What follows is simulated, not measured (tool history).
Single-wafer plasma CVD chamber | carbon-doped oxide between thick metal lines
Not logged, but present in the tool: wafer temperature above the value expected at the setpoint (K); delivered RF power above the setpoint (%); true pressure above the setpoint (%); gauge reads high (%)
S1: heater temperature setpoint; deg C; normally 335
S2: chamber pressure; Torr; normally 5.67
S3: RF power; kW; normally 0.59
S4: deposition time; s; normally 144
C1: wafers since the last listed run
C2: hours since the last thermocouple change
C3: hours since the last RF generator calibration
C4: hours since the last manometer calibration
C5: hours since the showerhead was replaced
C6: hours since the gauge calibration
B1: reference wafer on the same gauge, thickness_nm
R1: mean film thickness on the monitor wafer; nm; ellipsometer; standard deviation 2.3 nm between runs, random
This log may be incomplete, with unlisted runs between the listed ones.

{"run": 1, "hour": 0.0, "S1": 335, "S2": 6.32, "S3": 0.68, "S4": 144, "C1": 0, "C2": 1827.7, "C3": 2050.3, "C4": 2635.8, "C5": 6935.5, "C6": 103.2, "B1": 883.486, "R1": 878.776}
{"run": 2, "hour": 33.5, "S1": 335, "S2": 6.32, "S3": 0.68, "S4": 144, "C1": 342, "C2": 1861.2, "C3": 2083.8, "C4": 2669.3, "C5": 6969, "C6": 136.7, "B1": 884.094, "R1": 881.05}
{"run": 3, "hour": 46.1, "S1": 335, "S2": 5.67, "S3": 0.59, "S4": 144, "C1": 128, "C2": 1873.8, "C3": 2096.4, "C4": 2681.9, "C5": 6981.6, "C6": 149.3, "B1": 883.183, "R1": 809.468}
{"run": 4, "hour": 75.3, "S1": 335, "S2": 5.67, "S3": 0.59, "S4": 144, "C1": 298, "C2": 1903, "C3": 2125.6, "C4": 2711.1, "C5": 7010.8, "C6": 178.5, "B1": 884.075, "R1": 805.161}
{"run": 5, "hour": 92.3, "S1": 335, "S2": 5.67, "S3": 0.59, "S4": 144, "C1": 173, "C2": 1920, "C3": 2142.6, "C4": 2728.1, "C5": 7027.8, "C6": 195.5, "B1": 884, "R1": 808.045}
{"run": 6, "hour": 120.2, "S1": 335, "S2": 5.67, "S3": 0.59, "S4": 156, "C1": 285, "C2": 1947.9, "C3": 2170.5, "C4": 2756, "C5": 7055.7, "C6": 223.4, "B1": 883.99, "R1": 871.989}
{"run": 7, "hour": 156.1, "S1": 335, "S2": 5.67, "S3": 0.59, "S4": 156, "C1": 367, "C2": 1983.8, "C3": 2206.4, "C4": 2791.9, "C5": 7091.6, "C6": 259.3, "B1": 884.752, "R1": 869.637}
{"run": 8, "hour": 178.7, "S1": 335, "S2": 5.67, "S3": 0.59, "S4": 144, "C1": 231, "C2": 2006.4, "C3": 2229, "C4": 2814.5, "C5": 7114.2, "C6": 281.9, "B1": 883.821, "R1": 806.243}
{"run": 9, "hour": 203.3, "S1": 335, "S2": 5.67, "S3": 0.59, "S4": 144, "C1": 251, "C2": 2031, "C3": 2253.6, "C4": 2839.1, "C5": 7138.8, "C6": 306.5, "B1": 884.234, "R1": 800.05}
{"hour": 221.9, "done": "capacitance manometer re-zeroed and calibrated"}
{"run": 10, "hour": 229.4, "S1": 335, "S2": 5.67, "S3": 0.59, "S4": 144, "C1": 185, "C2": 2057.1, "C3": 2279.7, "C4": 7.5, "C5": 7164.9, "C6": 332.6, "B1": 883.878, "R1": 797.072}
{"hour": 264.2, "done": "showerhead replaced"}
{"run": 11, "hour": 314.2, "S1": 335, "S2": 5.67, "S3": 0.59, "S4": 144, "C1": 785, "C2": 2141.9, "C3": 2364.5, "C4": 92.3, "C5": 50, "C6": 417.4, "B1": 883.71, "R1": 803.308}
{"run": 12, "hour": 332.4, "S1": 335, "S2": 5.67, "S3": 0.59, "S4": 144, "C1": 186, "C2": 2160.1, "C3": 2382.7, "C4": 110.5, "C5": 68.2, "C6": 435.6, "B1": 883.481, "R1": 799.913}
{"hour": 348.2, "done": "RF generator calibrated"}
{"run": 13, "hour": 358.5, "S1": 335, "S2": 6.11, "S3": 0.59, "S4": 144, "C1": 185, "C2": 2186.2, "C3": 10.3, "C4": 136.6, "C5": 94.3, "C6": 461.7, "B1": 883.77, "R1": 843.967}
{"hour": 367.6, "done": "thermocouple changed; heater temperature recalibrated"}
{"run": 14, "hour": 383.4, "S1": 335, "S2": 6.55, "S3": 0.545, "S4": 144, "C1": 172, "C2": 15.8, "C3": 35.2, "C4": 161.5, "C5": 119.2, "C6": 486.6, "B1": 884.389, "R1": 815.244}
{"run": 15, "hour": 404.9, "S1": 335, "S2": 6.55, "S3": 0.545, "S4": 144, "C1": 219, "C2": 37.3, "C3": 56.7, "C4": 183, "C5": 140.7, "C6": 508.1, "B1": 884.158, "R1": 814.291}
{"run": 16, "hour": 419.9, "S1": 328, "S2": 5.67, "S3": 0.59, "S4": 144, "C1": 153, "C2": 52.3, "C3": 71.7, "C4": 198, "C5": 155.7, "C6": 523.1, "B1": 883.115, "R1": 859.632}
{"run": 17, "hour": 467.6, "S1": 344, "S2": 5.67, "S3": 0.59, "S4": 144, "C1": 487, "C2": 100, "C3": 119.4, "C4": 245.7, "C5": 203.4, "C6": 570.8, "B1": 883.607, "R1": 811.278}
{"run": 18, "hour": 496.4, "S1": 349, "S2": 4.31, "S3": 0.59, "S4": 116, "C1": 294, "C2": 128.8, "C3": 148.2, "C4": 274.5, "C5": 232.2, "C6": 599.6, "B1": 883.671, "R1": 629.249}
{"hour": 499.2, "done": "gauge calibrated"}
{"run": 19, "hour": 509.4, "S1": 335, "S2": 6.36, "S3": 0.59, "S4": 144, "C1": 132, "C2": 141.8, "C3": 161.2, "C4": 287.5, "C5": 245.2, "C6": 10.2, "B1": 885.043, "R1": 845.016}
{"run": 20, "hour": 539.7, "S1": 335, "S2": 5.67, "S3": 0.59, "S4": 144, "C1": 309, "C2": 172.1, "C3": 191.5, "C4": 317.8, "C5": 275.5, "C6": 40.5, "B1": 884.122, "R1": 837.316}
{"run": 21, "hour": 558.0, "S1": 335, "S2": 6.36, "S3": 0.59, "S4": 144, "C1": 187, "C2": 190.4, "C3": 209.8, "C4": 336.1, "C5": 293.8, "C6": 58.8, "B1": 883.953, "R1": 844.965}
{"run": 22, "hour": 589.8, "S1": 322, "S2": 6.5, "S3": 0.51, "S4": 136, "C1": 325, "C2": 222.2, "C3": 241.6, "C4": 367.9, "C5": 325.6, "C6": 90.6, "B1": 884.73, "R1": 782.686}
{"run": 23, "hour": 618.3, "S1": 340, "S2": 5.67, "S3": 0.59, "S4": 161, "C1": 291, "C2": 250.7, "C3": 270.1, "C4": 396.4, "C5": 354.1, "C6": 119.1, "B1": 883.982, "R1": 918.486}
{"run": 24, "hour": 653.1, "S1": 326, "S2": 5.67, "S3": 0.59, "S4": 144, "C1": 355, "C2": 285.5, "C3": 304.9, "C4": 431.2, "C5": 388.9, "C6": 153.9, "B1": 883.692, "R1": 867.131}
{"run": 25, "hour": 669.2, "S1": 335, "S2": 6.67, "S3": 0.59, "S4": 144, "C1": 164, "C2": 301.6, "C3": 321, "C4": 447.3, "C5": 405, "C6": 170, "B1": 883.413, "R1": 846.613}
{"run": 26, "hour": 703.3, "S1": 335, "S2": 5.67, "S3": 0.59, "S4": 144, "C1": 348, "C2": 335.7, "C3": 355.1, "C4": 481.4, "C5": 439.1, "C6": 204.1, "B1": 884.362, "R1": 834.814}

Forecast each of these 4 alternatives for the next run:
{"run": "A", "hour": 703.7, "S1": 348, "S2": 5.67, "S3": 0.59, "S4": 144, "C1": 4, "C2": 336.1, "C3": 355.5, "C4": 481.8, "C5": 439.5, "C6": 204.5, "B1": "?", "R1": "?"}
{"run": "B", "hour": 703.7, "S1": 335, "S2": 6.13, "S3": 0.705, "S4": 131, "C1": 4, "C2": 336.1, "C3": 355.5, "C4": 481.8, "C5": 439.5, "C6": 204.5, "B1": "?", "R1": "?"}
{"run": "C", "hour": 703.7, "S1": 322, "S2": 5.67, "S3": 0.59, "S4": 144, "C1": 4, "C2": 336.1, "C3": 355.5, "C4": 481.8, "C5": 439.5, "C6": 204.5, "B1": "?", "R1": "?"}
{"run": "D", "hour": 703.7, "S1": 342, "S2": 5.67, "S3": 0.59, "S4": 157, "C1": 4, "C2": 336.1, "C3": 355.5, "C4": 481.8, "C5": 439.5, "C6": 204.5, "B1": "?", "R1": "?"}

run=A B1=884.641 R1=801.876
run=B B1=884.641 R1=839.145
run=C B1=884.641 R1=876.547
run=D B1=884.641 R1=890.197
Without the tool's unlogged condition, the same runs would have read:
run=A R1=806.286
run=B R1=843.629
run=C R1=881.367
run=D R1=895.093
